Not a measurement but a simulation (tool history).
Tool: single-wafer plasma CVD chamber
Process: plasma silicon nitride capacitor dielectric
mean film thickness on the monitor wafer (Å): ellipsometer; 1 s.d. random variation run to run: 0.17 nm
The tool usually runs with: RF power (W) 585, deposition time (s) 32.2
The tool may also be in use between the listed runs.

| run | day | RF power (W) | deposition time (s) | wafers since the last listed run | hours since the last RF generator calibration | hours since the showerhead was replaced | hours since the gauge calibration | read-back reference wafer on the same gauge, thickness_nm | mean film thickness on the monitor wafer (Å) |
|---|---|---|---|---|---|---|---|---|---|
| 1 | 0.000 | 585 | 32.2 | 0 | 909.3 | 3784.3 | 814.6 | 42.934 | 497.51 |
| 2 | 1.158 | 585 | 32.2 | 801 | 937.1 | 3812.1 | 842.4 | 42.897 | 498.25 |
| 3 | 8.150 | 585 | 32.2 | 4838 | 1104.9 | 3979.9 | 1010.2 | 42.923 | 498.89 |
| 4 | 10.433 | 520 | 32.2 | 1580 | 1159.7 | 4034.7 | 1065.0 | 42.894 | 481.56 |
| 5 | 17.708 | 520 | 32.2 | 5034 | 1334.3 | 4209.3 | 1239.6 | 42.908 | 482.34 |
| 6 | 19.483 | 635 | 32.2 | 1228 | 1376.9 | 4251.9 | 1282.2 | 42.882 | 509.14 |
| 7 | 21.008 | 660 | 32.2 | 1055 | 1413.5 | 4288.5 | 1318.8 | 42.904 | 513.14 |
| 8 | 22.683 | 505 | 32.2 | 1159 | 1453.7 | 4328.7 | 1359.0 | 42.924 | 477.51 |
| 9 | 23.896 | 505 | 32.2 | 839 | 1482.8 | 4357.8 | 1388.1 | 42.911 | 478.29 |
| 10 | 26.858 | 505 | 32.2 | 2050 | 1553.9 | 4428.9 | 1459.2 | 42.917 | 476.70 |
| 11 | 29.058 | 585 | 32.2 | 1522 | 1606.7 | 4481.7 | 1512.0 | 42.914 | 497.81 |
|  | 30.625 | RF generator calibrated |
| 12 | 30.654 | 585 | 32.2 | 873 | 0.7 | 4520.0 | 1550.3 | 42.908 | 511.78 |
| 13 | 32.138 | 585 | 33.7 | 1026 | 36.3 | 4555.6 | 1585.9 | 42.853 | 533.77 |
| 14 | 33.975 | 585 | 33.7 | 1271 | 80.4 | 4599.7 | 1630.0 | 42.894 | 531.90 |
| 15 | 35.712 | 585 | 30.6 | 1202 | 122.1 | 4641.4 | 1671.7 | 42.915 | 483.20 |
| 16 | 37.421 | 585 | 29.9 | 1182 | 163.1 | 4682.4 | 1712.7 | 42.909 | 472.70 |
| 17 | 39.104 | 585 | 29.9 | 1164 | 203.5 | 4722.8 | 1753.1 | 42.917 | 465.98 |
| 18 | 41.938 | 585 | 32.2 | 1960 | 271.5 | 4790.8 | 1821.1 | 42.871 | 502.68 |
| 19 | 44.475 | 585 | 32.2 | 1755 | 332.4 | 4851.7 | 1882.0 | 42.892 | 504.22 |
| 20 | 47.188 | 585 | 32.2 | 1877 | 397.5 | 4916.8 | 1947.1 | 42.908 | 506.68 |
| 21 | 48.367 | 585 | 32.2 | 815 | 425.8 | 4945.1 | 1975.4 | 42.927 | 500.86 |
| 22 | 51.192 | 700 | 32.2 | 1954 | 493.6 | 5012.9 | 2043.2 | 42.850 | 532.00 |
| 23 | 52.317 | 585 | 32.2 | 778 | 520.6 | 5039.9 | 2070.2 | 42.907 | 504.95 |
|  | 53.842 | showerhead replaced |
| 24 | 54.717 | 615 | 27.5 | 1430 | 578.2 | 21.0 | 2127.8 | 42.910 | 434.47 |
| 25 | 56.521 | 585 | 32.2 | 1248 | 621.5 | 64.3 | 2171.1 | 42.914 | 500.66 |
| 26 | 59.779 | 585 | 32.2 | 2254 | 699.7 | 142.5 | 2249.3 | 42.887 | 500.44 |
| 27 | 61.533 | 510 | 32.2 | 1213 | 741.8 | 184.6 | 2291.4 | 42.898 | 481.96 |
| 28 | 63.446 | 525 | 35.6 | 1323 | 787.7 | 230.5 | 2337.3 | 42.937 | 536.53 |
| 29 | 66.312 | 525 | 27.6 | 1983 | 856.5 | 299.3 | 2406.1 | 42.855 | 416.33 |
| 30 | 68.808 | 625 | 27.7 | 1727 | 916.4 | 359.2 | 2466.0 | 42.911 | 438.01 |
| 31 | 70.112 | 700 | 34.1 | 902 | 947.7 | 390.5 | 2497.3 | 42.902 | 555.18 |
|  | 70.421 | gauge calibrated |
| 32 | 71.654 | 585 | 32.2 | 1066 | 984.7 | 427.5 | 29.6 | 42.905 | 497.60 |
| 33 | 77.304 | 655 | 25.8 | 3909 | 1120.3 | 563.1 | 165.2 | 42.905 | 410.69 |
| 34 | 85.275 | 550 | 35.0 | 5515 | 1311.6 | 754.4 | 356.5 | 42.885 | 532.51 |
| 35 | 87.862 | 495 | 26.4 | 1790 | 1373.7 | 816.5 | 418.6 | 42.891 | 388.99 |
|  | 88.767 | RF generator calibrated |
| 36 | 89.275 | 665 | 32.2 | 746 | 12.2 | 850.4 | 452.5 | 42.905 | 531.14 |
| 37 | 92.046 | 585 | 32.2 | 1917 | 78.7 | 916.9 | 519.0 | 42.906 | 509.43 |
| 38 | 94.492 | 640 | 32.2 | 1692 | 137.4 | 975.6 | 577.7 | 42.904 | 518.14 |
| 39 | 95.633 | 640 | 28.2 | 790 | 164.8 | 1003.0 | 605.1 | 42.885 | 454.85 |

For each run, the measured value with the value that run would have given without the tool's hidden condition subtracted. The run-to-run variation is shared by both, the gauge scatter possibly not:
Hidden conditions of the tool in this case: delivered RF power above the setpoint (%); gauge reads high (%).
| run | mean film thickness on the monitor wafer (Å) |
|---|---|
| 1 | -10.53 |
| 2 | -10.65 |
| 3 | -11.22 |
| 4 | -10.97 |
| 5 | -11.34 |
| 6 | -12.04 |
| 7 | -12.20 |
| 8 | -11.41 |
| 9 | -11.46 |
| 10 | -11.50 |
| 11 | -12.07 |
| 12 | -0.36 |
| 13 | -1.22 |
| 14 | -2.19 |
| 15 | -2.76 |
| 16 | -3.40 |
| 17 | -3.96 |
| 18 | -5.30 |
| 19 | -6.13 |
| 20 | -6.93 |
| 21 | -7.15 |
| 22 | -8.30 |
| 23 | -8.13 |
| 24 | -7.40 |
| 25 | -8.86 |
| 26 | -9.37 |
| 27 | -9.26 |
| 28 | -10.57 |
| 29 | -8.49 |
| 30 | -9.15 |
| 31 | -11.73 |
| 32 | -10.65 |
| 33 | -9.13 |
| 34 | -12.31 |
| 35 | -9.08 |
| 36 | -1.80 |
| 37 | -3.19 |
| 38 | -4.40 |
| 39 | -4.30 |

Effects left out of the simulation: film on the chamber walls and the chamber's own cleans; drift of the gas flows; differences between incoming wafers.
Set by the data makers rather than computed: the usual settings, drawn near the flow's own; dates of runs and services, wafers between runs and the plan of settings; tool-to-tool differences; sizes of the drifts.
